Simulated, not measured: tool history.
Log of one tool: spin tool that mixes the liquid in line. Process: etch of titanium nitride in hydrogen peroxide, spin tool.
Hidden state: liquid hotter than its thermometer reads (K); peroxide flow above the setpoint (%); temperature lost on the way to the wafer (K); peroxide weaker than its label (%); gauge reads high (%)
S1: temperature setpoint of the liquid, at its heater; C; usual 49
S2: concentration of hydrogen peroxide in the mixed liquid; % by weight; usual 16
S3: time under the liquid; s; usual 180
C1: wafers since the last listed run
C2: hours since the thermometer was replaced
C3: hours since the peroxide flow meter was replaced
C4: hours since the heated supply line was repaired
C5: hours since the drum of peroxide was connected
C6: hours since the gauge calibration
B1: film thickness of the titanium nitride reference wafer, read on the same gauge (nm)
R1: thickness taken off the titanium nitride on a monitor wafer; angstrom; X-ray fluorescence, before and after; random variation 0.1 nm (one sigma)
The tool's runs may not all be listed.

run 1 hour=0 | S1=49 S2=16 S3=180 | C1=0 C2=1303.5 C3=1513.6 C4=3242.4 C5=89.4 C6=276.4 | B1=110 | R1=94
-- hour=45.3 gauge calibrated
run 2 hour=95.5 | S1=49 S2=16 S3=180 | C1=762 C2=1399 C3=1609.1 C4=3337.9 C5=184.9 C6=50.2 | B1=110 | R1=93
run 3 hour=126.6 | S1=49 S2=16 S3=180 | C1=248 C2=1430.1 C3=1640.2 C4=3369 C5=216 C6=81.3 | B1=110.03 | R1=92.6
run 4 hour=145.5 | S1=49 S2=16 S3=180 | C1=150 C2=1449 C3=1659.1 C4=3387.9 C5=234.9 C6=100.2 | B1=109.98 | R1=92
run 5 hour=166.6 | S1=49 S2=16 S3=180 | C1=168 C2=1470.1 C3=1680.2 C4=3409 C5=256 C6=121.3 | B1=110 | R1=93.7
run 6 hour=198.3 | S1=54.5 S2=16 S3=180 | C1=253 C2=1501.8 C3=1711.9 C4=3440.7 C5=287.7 C6=153 | B1=110.02 | R1=138.4
run 7 hour=226.8 | S1=54.5 S2=16 S3=180 | C1=227 C2=1530.3 C3=1740.4 C4=3469.2 C5=316.2 C6=181.5 | B1=110.01 | R1=137.9
run 8 hour=244.4 | S1=54.5 S2=16 S3=180 | C1=140 C2=1547.9 C3=1758 C4=3486.8 C5=333.8 C6=199.1 | B1=110 | R1=137.2
run 9 hour=275.1 | S1=49 S2=16 S3=180 | C1=245 C2=1578.6 C3=1788.7 C4=3517.5 C5=364.5 C6=229.8 | B1=110.01 | R1=91.6
run 10 hour=307 | S1=55 S2=14.5 S3=230 | C1=254 C2=1610.5 C3=1820.6 C4=3549.4 C5=396.4 C6=261.7 | B1=109.97 | R1=175
-- hour=315.8 heated supply line repaired
-- hour=328.8 new drum of peroxide connected
run 11 hour=333.6 | S1=49 S2=16 S3=180 | C1=196 C2=1637.1 C3=1847.2 C4=17.8 C5=4.8 C6=288.3 | B1=110.01 | R1=125.1
-- hour=381.7 peroxide flow meter replaced
-- hour=400.4 gauge calibrated
run 12 hour=417.2 | S1=49 S2=16 S3=180 | C1=659 C2=1720.7 C3=35.5 C4=101.4 C5=88.4 C6=16.8 | B1=110 | R1=125.6
-- hour=442.7 thermometer replaced
run 13 hour=444.3 | S1=49 S2=16 S3=180 | C1=208 C2=1.6 C3=62.6 C4=128.5 C5=115.5 C6=43.9 | B1=109.99 | R1=123.6
run 14 hour=478.1 | S1=55 S2=16 S3=180 | C1=270 C2=35.4 C3=96.4 C4=162.3 C5=149.3 C6=77.7 | B1=110.02 | R1=188.2
run 15 hour=503.1 | S1=49 S2=13.5 S3=180 | C1=199 C2=60.4 C3=121.4 C4=187.3 C5=174.3 C6=102.7 | B1=110 | R1=118.4
run 16 hour=520 | S1=49 S2=16 S3=180 | C1=135 C2=77.3 C3=138.3 C4=204.2 C5=191.2 C6=119.6 | B1=109.99 | R1=121.9
run 17 hour=551.4 | S1=44 S2=17.5 S3=130 | C1=250 C2=108.7 C3=169.7 C4=235.6 C5=222.6 C6=151 | B1=110.01 | R1=62.1
run 18 hour=573.2 | S1=49 S2=18 S3=180 | C1=174 C2=130.5 C3=191.5 C4=257.4 C5=244.4 C6=172.8 | B1=109.99 | R1=124
run 19 hour=598.9 | S1=46 S2=16 S3=180 | C1=205 C2=156.2 C3=217.2 C4=283.1 C5=270.1 C6=198.5 | B1=110.02 | R1=96.4

Forecast each of these 4 alternatives for the next run:
run A hour=599.4 | S1=49 S2=19.5 S3=180 | C1=3 C2=156.7 C3=217.7 C4=283.6 C5=270.6 C6=199 | B1=? | R1=?
run B hour=599.4 | S1=40 S2=16 S3=265 | C1=3 C2=156.7 C3=217.7 C4=283.6 C5=270.6 C6=199 | B1=? | R1=?
run C hour=599.4 | S1=45.5 S2=14.5 S3=230 | C1=3 C2=156.7 C3=217.7 C4=283.6 C5=270.6 C6=199 | B1=? | R1=?
run D hour=599.4 | S1=52 S2=20.5 S3=180 | C1=3 C2=156.7 C3=217.7 C4=283.6 C5=270.6 C6=199 | B1=? | R1=?

run=A B1=110 R1=128.2
run=B B1=110 R1=92.1
run=C B1=110 R1=118.9
run=D B1=110 R1=161
Without the tool's hidden state the same runs would have given:
run=A R1=134.5
run=B R1=96.8
run=C R1=124.8
run=D R1=168.7
